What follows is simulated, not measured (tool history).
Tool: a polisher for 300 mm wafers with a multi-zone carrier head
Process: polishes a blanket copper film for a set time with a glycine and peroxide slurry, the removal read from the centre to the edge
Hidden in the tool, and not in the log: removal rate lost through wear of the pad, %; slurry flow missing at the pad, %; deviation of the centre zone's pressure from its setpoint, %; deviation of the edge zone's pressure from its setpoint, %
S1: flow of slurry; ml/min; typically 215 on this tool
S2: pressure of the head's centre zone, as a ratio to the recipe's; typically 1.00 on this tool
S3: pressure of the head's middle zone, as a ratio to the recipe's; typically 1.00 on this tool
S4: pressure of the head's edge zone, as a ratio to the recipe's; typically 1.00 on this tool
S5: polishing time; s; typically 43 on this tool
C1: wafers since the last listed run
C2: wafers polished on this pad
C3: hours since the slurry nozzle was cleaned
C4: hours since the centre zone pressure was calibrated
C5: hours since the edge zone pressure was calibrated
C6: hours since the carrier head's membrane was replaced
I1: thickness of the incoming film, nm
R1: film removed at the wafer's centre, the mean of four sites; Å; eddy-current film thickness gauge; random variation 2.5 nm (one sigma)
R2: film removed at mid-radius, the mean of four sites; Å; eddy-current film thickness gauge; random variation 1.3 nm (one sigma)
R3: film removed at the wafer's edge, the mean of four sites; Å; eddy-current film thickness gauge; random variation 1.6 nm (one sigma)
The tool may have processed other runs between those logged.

run	day	S1	S2	S3	S4	S5	C1	C2	C3	C4	C5	C6	I1	R1	R2	R3
1	0.000	215	1.00	1.00	1.00	43	0	160	98.9	972.2	918.1	383.5	1177.7	2064	2038	2105
2	0.250	215	1.00	1.00	1.00	43	82	242	104.9	978.2	924.1	389.5	1174.0	2044	2028	2084
3	0.662	215	1.00	1.00	1.00	43	135	378	114.8	988.1	934.0	399.4	1193.6	2073	2013	2042
4	1.175	215	1.00	1.00	1.00	43	168	546	127.1	1000.4	946.3	411.7	1181.2	2083	2022	2072
5	1.600	215	1.00	1.00	1.00	43	139	686	137.3	1010.6	956.5	421.9	1181.2	2068	2019	2066
6	2.162	215	1.00	1.00	1.00	43	184	870	150.8	1024.1	970.0	435.4	1197.4	2061	2015	2096
7	2.825	215	1.00	1.00	1.00	43	217	1088	166.7	1040.0	985.9	451.3	1203.9	2057	1991	2078
8	3.558	215	1.00	1.00	1.09	47	240	1329	184.3	1057.6	1003.5	468.9	1189.2	2213	2204	2329
# day 3.725: worn pad replaced by a new one
9	3.846	215	1.00	1.00	1.00	43	39	39	191.2	1064.5	1010.4	475.8	1175.5	2013	2008	2032
# day 5.425: centre zone pressure recalibrated
10	5.446	215	1.00	1.00	1.00	43	497	537	229.6	0.5	1048.8	514.2	1196.2	1975	1971	2022
11	5.742	215	1.07	1.00	0.95	35	97	634	236.7	7.6	1055.9	521.3	1170.3	1740	1596	1605
# day 6.192: slurry nozzle cleaned
12	6.479	285	1.00	0.90	1.00	43	228	862	6.9	25.3	1073.6	539.0	1193.1	2172	1923	2163
# day 6.817: edge zone pressure recalibrated
13	6.838	215	1.00	1.03	1.00	43	90	953	15.5	33.9	0.5	547.6	1180.4	2107	2100	2105
# day 7.325: carrier head's membrane replaced by a new one
# day 7.375: worn pad replaced by a new one
14	7.396	215	1.00	0.95	1.00	43	99	7	28.9	47.3	13.9	1.7	1182.4	2151	1972	2121
15	7.850	185	1.00	1.00	0.96	43	149	156	39.8	58.2	24.8	12.6	1203.0	2058	2049	2054
16	8.329	290	1.00	1.00	1.05	43	157	313	51.3	69.7	36.3	24.1	1183.3	2188	2105	2230
17	8.838	270	1.04	1.00	1.00	43	166	480	63.5	81.9	48.5	36.3	1167.1	2236	2104	2139
18	9.517	215	1.00	1.00	1.00	43	222	703	79.8	98.2	64.8	52.6	1185.8	2081	2033	2073
19	10.225	215	1.00	1.00	1.00	43	232	936	96.8	115.2	81.8	69.6	1189.7	2043	2002	2101
20	10.717	215	1.00	1.00	1.00	54	161	1097	108.6	127.0	93.6	81.4	1188.6	2586	2565	2594
21	11.321	215	1.10	1.00	1.00	43	198	1296	123.1	141.5	108.1	95.9	1186.2	2249	2027	2078

Predict each of these 5 candidate next runs independently; none follows another, all start after run 21:
A	11.338	215	1.00	1.00	1.00	43	5	1301	123.5	141.9	108.5	96.3	1215.8	?	?	?
B	11.338	215	1.00	0.97	1.00	30	5	1301	123.5	141.9	108.5	96.3	1215.8	?	?	?
C	11.338	260	1.00	1.00	1.00	43	5	1301	123.5	141.9	108.5	96.3	1215.8	?	?	?
D	11.338	155	0.89	1.00	0.93	56	5	1301	123.5	141.9	108.5	96.3	1215.8	?	?	?
E	11.338	215	1.00	1.00	1.00	34	5	1301	123.5	141.9	108.5	96.3	1215.8	?	?	?

run	R1	R2	R3
A	2037	2021	2094
B	1421	1374	1462
C	2079	2059	2123
D	2272	2547	2571
E	1611	1598	1656
The same runs, with their run-to-run variation unchanged, on a tool lacking any hidden condition would have given:
run	R1	R2	R3
A	2087	2066	2128
B	1456	1405	1485
C	2124	2099	2154
D	2340	2615	2621
E	1651	1633	1683

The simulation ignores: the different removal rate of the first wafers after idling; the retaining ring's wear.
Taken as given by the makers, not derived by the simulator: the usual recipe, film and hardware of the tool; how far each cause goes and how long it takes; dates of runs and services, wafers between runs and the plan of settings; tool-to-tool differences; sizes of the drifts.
